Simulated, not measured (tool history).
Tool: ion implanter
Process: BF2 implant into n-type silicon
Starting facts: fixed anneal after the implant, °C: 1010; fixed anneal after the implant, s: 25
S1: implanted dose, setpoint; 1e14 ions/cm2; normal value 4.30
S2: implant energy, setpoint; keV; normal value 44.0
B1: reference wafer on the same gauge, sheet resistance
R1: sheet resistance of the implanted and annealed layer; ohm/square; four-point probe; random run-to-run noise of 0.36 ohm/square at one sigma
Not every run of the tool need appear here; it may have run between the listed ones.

run     day    S1    S2      B1      R1
  1   0.000  4.30  44.0  197.95  246.56
  2   1.071  4.30  44.0  197.98  247.47
  3   1.942  4.30  44.0  197.92  246.39
  4   3.121  4.80  44.0  197.98  223.95
  5   3.979  4.80  44.0  197.99  224.78
  6   4.604  4.80  44.0  197.98  223.65
  7   5.621  4.30  44.0  197.97  246.92
  8   6.588  4.30  44.0  197.97  246.66
  9   8.038  4.30  44.0  198.02  246.99
 10   9.396  4.30  38.0  198.06  250.00
      9.850  -- gauge calibrated
 11  10.658  4.30  44.0  197.98  247.08
 12  11.846  3.05  36.0  197.98  338.62
 13  12.779  4.30  52.5  198.07  243.61
 14  13.775  3.06  35.0  197.97  338.63
 15  15.267  3.14  30.5  198.01  334.85
 16  16.362  3.36  37.0  198.05  310.70
     17.533  -- extraction supply calibrated
 17  17.554  3.81  57.0  198.00  267.56
     18.250  -- Faraday cup replaced and dose calibrated
 18  21.488  3.95  30.5  198.00  270.50
 19  22.925  4.30  44.0  198.04  243.61
     23.996  -- gauge calibrated
 20  24.404  5.39  37.0  198.01  204.65
 21  25.638  3.40  57.0  198.00  291.49

What if the next run were any one of these 4? Each begins from the tool's condition after run 21:
  A  25.654  4.30  44.0   ?   ?
  B  25.654  3.40  44.0   ?   ?
  C  25.654  3.29  34.5   ?   ?
  D  25.654  4.93  44.0   ?   ?

run      B1      R1
  A  198.04  244.23
  B  198.04  299.37
  C  198.04  315.00
  D  198.04  216.99
With the hidden condition removed and each run's random variation left untouched, the same runs would have given:
run      R1
  A  241.07
  B  295.53
  C  310.94
  D  214.21

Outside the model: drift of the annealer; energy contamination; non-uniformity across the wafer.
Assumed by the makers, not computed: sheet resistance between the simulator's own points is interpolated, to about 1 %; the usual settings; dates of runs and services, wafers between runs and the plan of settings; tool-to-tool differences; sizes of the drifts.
